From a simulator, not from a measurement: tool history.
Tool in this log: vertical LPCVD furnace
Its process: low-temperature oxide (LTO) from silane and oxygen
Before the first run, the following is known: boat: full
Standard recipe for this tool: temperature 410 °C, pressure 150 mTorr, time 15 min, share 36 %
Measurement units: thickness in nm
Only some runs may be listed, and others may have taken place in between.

run    hour  temperature  pressure  time  share  read-back reference wafer on the same gauge, thickness  thickness
  1       0          410       150    15     36                                                   80.77      98.24
  2    27.9          410       150    15     36                                                   80.86      98.46
  3    59.6          410       150    15     31                                                   80.95      80.44
  4    90.3          410       150    15     31                                                      81      80.75
  5   150.5          410       150    15     31                                                   81.21      81.14
  6   210.6          410       150  12.5     36                                                   81.42      83.26
  7   263.4          410       150    15     36                                                   81.57      99.56
  8   319.6          410       150    15     36                                                   81.78      99.32
  9   355.9          410       150    19     36                                                   81.91     126.02
 10   389.3          410       150    19     36                                                   82.07     126.88
 11   431.5          410       150    19     36                                                   82.17      126.8
      433.2  -- gauge calibrated
      466.7  -- silane flow controller replaced
 12   502.6          406       150    15     39                                                    79.8     102.82
 13   564.5          406       150    15     39                                                   79.81     102.05
 14   590.3          406       150    15     39                                                   79.82     103.18
 15   651.8          410       150    15     36                                                   79.89         98
 16   718.7          410       180    15     39                                                   79.89     129.51
 17   744.6          417       150    15     36                                                   79.95     105.28
      790.4  -- thermocouples replaced and temperature profile calibrated
 18   793.4          410       150    15     36                                                   80.01      97.57
 19   834.8          410       150    15     36                                                   80.08      97.37
 20   894.8          410       150    15     36                                                   80.12      97.04
 21     924          421       150    15     36                                                   80.21     110.04
 22   953.3          419       150    15     36                                                   80.24     107.71
 23  1011.2          413       130  12.5     43                                                   80.37      90.02
     1083.8  -- pressure gauge zeroed
 24  1084.3          410       150    15     43                                                   80.54     120.46
 25  1118.2          410       150    15     30                                                   80.56       76.6
 26  1166.3          410       150    15     36                                                   80.59      97.97
 27  1212.6          410       150    15     36                                                   80.71      98.78
 28  1270.7          410       150    15     36                                                   80.86      98.85
 29  1320.2          410       185    15     38                                                   81.04     130.41
 30  1356.4          410       185  19.5     33                                                   81.12     141.27
 31  1418.6          410       150    15     36                                                    81.3      98.88
 32  1452.5          410       150    15     29                                                   81.39      73.98

What if the next run were any one of these 3? Each begins from the tool's condition after run 32:
  A  1456          410       150    15     36                                                       ?          ?
  B  1456          410       185    15     36                                                       ?          ?
  C  1456          410       175    15     41                                                       ?          ?

run  read-back reference wafer on the same gauge, thickness  thickness
  A                                                   81.38      99.08
  B                                                   81.38      122.2
  C                                                   81.38     135.19
The same runs, with their run-to-run variation unchanged, on a tool lacking any hidden condition would have given:
run  thickness
  A      96.54
  B     119.06
  C     131.72
